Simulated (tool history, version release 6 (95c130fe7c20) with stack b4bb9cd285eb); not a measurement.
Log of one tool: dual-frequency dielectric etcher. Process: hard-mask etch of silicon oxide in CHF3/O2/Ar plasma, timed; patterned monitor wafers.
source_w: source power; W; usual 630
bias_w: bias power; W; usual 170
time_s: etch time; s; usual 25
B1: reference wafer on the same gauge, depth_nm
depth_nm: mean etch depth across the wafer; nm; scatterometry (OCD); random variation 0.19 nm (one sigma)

run 1 day=0 | source_w=630 bias_w=170 time_s=25 | B1=41.55 | depth_nm=47.3
run 2 day=4.392 | source_w=630 bias_w=170 time_s=25 | B1=41.61 | depth_nm=46.59
run 3 day=8.712 | source_w=630 bias_w=170 time_s=25 | B1=41.57 | depth_nm=46.6
run 4 day=17.642 | source_w=630 bias_w=170 time_s=25 | B1=41.66 | depth_nm=46.31
run 5 day=19.525 | source_w=630 bias_w=141 time_s=25 | B1=41.59 | depth_nm=42.65
run 6 day=23.225 | source_w=630 bias_w=170 time_s=25 | B1=41.6 | depth_nm=47.78
run 7 day=25.558 | source_w=630 bias_w=170 time_s=25 | B1=41.6 | depth_nm=47.6
run 8 day=28.367 | source_w=530 bias_w=146 time_s=25 | B1=41.64 | depth_nm=42.71
run 9 day=32.167 | source_w=630 bias_w=170 time_s=25 | B1=41.63 | depth_nm=47.55
run 10 day=35.112 | source_w=630 bias_w=170 time_s=29 | B1=41.6 | depth_nm=55.34
run 11 day=38.129 | source_w=630 bias_w=170 time_s=25 | B1=41.63 | depth_nm=47.68
run 12 day=40.821 | source_w=540 bias_w=193 time_s=22 | B1=41.59 | depth_nm=42.35
run 13 day=43.762 | source_w=630 bias_w=208 time_s=25 | B1=41.6 | depth_nm=52.26
run 14 day=46.067 | source_w=630 bias_w=170 time_s=25 | B1=41.58 | depth_nm=47.6
run 15 day=50.054 | source_w=630 bias_w=142 time_s=25 | B1=41.56 | depth_nm=44.32
run 16 day=53.988 | source_w=670 bias_w=170 time_s=31.5 | B1=41.6 | depth_nm=61.11
run 17 day=57.158 | source_w=630 bias_w=147 time_s=25 | B1=41.61 | depth_nm=44.47
run 18 day=61.517 | source_w=760 bias_w=189 time_s=25 | B1=41.64 | depth_nm=52.38
run 19 day=64.171 | source_w=580 bias_w=148 time_s=25 | B1=41.63 | depth_nm=43.69
run 20 day=66.783 | source_w=630 bias_w=170 time_s=25 | B1=41.63 | depth_nm=47.5
run 21 day=70.675 | source_w=540 bias_w=193 time_s=22 | B1=41.61 | depth_nm=42.59
run 22 day=72.846 | source_w=630 bias_w=170 time_s=22 | B1=41.61 | depth_nm=41.77
run 23 day=76.846 | source_w=530 bias_w=187 time_s=28 | B1=41.57 | depth_nm=53.06
run 24 day=78.588 | source_w=630 bias_w=170 time_s=25 | B1=41.56 | depth_nm=47.43
run 25 day=81.233 | source_w=570 bias_w=135 time_s=20 | B1=41.63 | depth_nm=33.29
run 26 day=83.025 | source_w=780 bias_w=170 time_s=25 | B1=41.62 | depth_nm=50.37
run 27 day=87.429 | source_w=530 bias_w=170 time_s=25 | B1=41.6 | depth_nm=45.2
run 28 day=90.388 | source_w=630 bias_w=170 time_s=25 | B1=41.57 | depth_nm=47.39

Taken out of this log: 7 entries between the listed runs. Where each belongs, and how the hidden state differs across it:
Between runs 1 and 2: bias power generator calibrated (day 3.912)
  bias power that arrives over what is set, %: -3.33 -> -5.92
  measured less the result without the state, depth_nm: -0.72 -> -1.27 nm
Between runs 4 and 5: upper electrode replaced (day 19.283)
  bias power that arrives over what is set, %: -6.38 -> -6.44
  measured less the result without the state, depth_nm: -1.37 -> -1.21 nm
Between runs 5 and 6: bias power generator calibrated, repeated, since the last time left the tool worse (day 21.829)
  bias power that arrives over what is set, %: -6.44 -> -0.0225
  measured less the result without the state, depth_nm: -1.21 -> -0.01 nm
Between runs 7 and 8: gauge calibrated (day 26.558)
  bias power that arrives over what is set, %: -0.103 -> -0.2
  measured less the result without the state, depth_nm: -0.02 -> -0.04 nm
Between runs 8 and 9: wet clean of the chamber (day 31.254)
  bias power that arrives over what is set, %: -0.2 -> -0.332
  measured less the result without the state, depth_nm: -0.04 -> -0.07 nm
Between runs 17 and 18: wet clean of the chamber (day 59.746)
  bias power that arrives over what is set, %: -1.2 -> -1.35
  measured less the result without the state, depth_nm: -0.23 -> -0.32 nm
Between runs 27 and 28: source power generator calibrated (day 87.962)
  bias power that arrives over what is set, %: -2.24 -> -2.35
  measured less the result without the state, depth_nm: -0.46 -> -0.5 nm
